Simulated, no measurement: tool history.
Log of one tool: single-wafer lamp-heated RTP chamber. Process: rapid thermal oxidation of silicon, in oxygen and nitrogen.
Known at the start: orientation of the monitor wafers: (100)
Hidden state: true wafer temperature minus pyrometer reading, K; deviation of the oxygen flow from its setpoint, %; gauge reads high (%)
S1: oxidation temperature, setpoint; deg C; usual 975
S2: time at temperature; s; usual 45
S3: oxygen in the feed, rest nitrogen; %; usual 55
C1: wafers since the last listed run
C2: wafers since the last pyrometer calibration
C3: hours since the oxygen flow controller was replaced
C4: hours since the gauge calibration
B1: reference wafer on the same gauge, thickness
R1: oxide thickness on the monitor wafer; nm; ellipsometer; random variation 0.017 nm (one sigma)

run,hour,S1,S2,S3,C1,C2,C3,C4,B1,R1
1,0,975,45,55,0,3580,5721.2,575.9,4.319,3.766
2,129,958,45,55,820,4400,5850.2,704.9,4.322,3.407
3,153.3,975,45,55,154,4555,5874.5,729.2,4.318,3.783
4,220.8,975,45,77,429,4984,5942,796.7,4.324,4.177
5,270.7,975,45,77,317,5302,5991.9,846.6,4.32,4.204
6,303.1,975,45,77,206,5508,6024.3,879,4.322,4.181
7,336.6,975,45,31,213,5721,6057.8,912.5,4.319,3.258
8,404.9,975,45,31,434,6155,6126.1,980.8,4.318,3.225
# hour 477.3: pyrometer window cleaned and pyrometer calibrated
9,477.8,975,45,31,412,3,6199,1053.7,4.321,3.157
10,538,975,36,74,382,386,6259.2,1113.9,4.317,3.704
# hour 574.2: gauge calibrated
11,590,975,36,74,330,717,6311.2,15.8,4.321,3.703
12,614.5,975,36,74,155,873,6335.7,40.3,4.321,3.712
# hour 638.8: oxygen flow controller replaced
13,655.9,957,57,55,212,1085,17.1,81.7,4.319,3.651
14,703.7,975,45,55,304,1389,64.9,129.5,4.324,3.731
15,752.6,975,45,73,311,1700,113.8,178.4,4.316,4.04
16,823,975,45,73,447,2148,184.2,248.8,4.323,4.055
17,860.6,975,45,31,239,2387,221.8,286.4,4.319,3.193
18,906,975,62,55,288,2676,267.2,331.8,4.319,4.225
19,930.6,975,45,31,156,2833,291.8,356.4,4.318,3.209
20,979.1,975,62,55,308,3141,340.3,404.9,4.323,4.247
21,1010.6,963,37,73,200,3341,371.8,436.4,4.32,3.511
22,1075.3,975,45,55,411,3753,436.5,501.1,4.318,3.762
23,1114.3,987,33,55,248,4001,475.5,540.1,4.322,3.592
24,1183.8,948,57,80,442,4443,545,609.6,4.321,3.855
25,1214.1,953,45,39,192,4636,575.3,639.9,4.32,3.047
26,1242.9,975,31,38,183,4819,604.1,668.7,4.317,3.019

Forecast run 27:
27,1273.9,959,27,55,197,5016,635.1,699.7,?,?

{"run 27": {"B1": 4.32, "R1": 2.887}}
Without the tool's hidden state the same run would have given R1 2.819 nm.
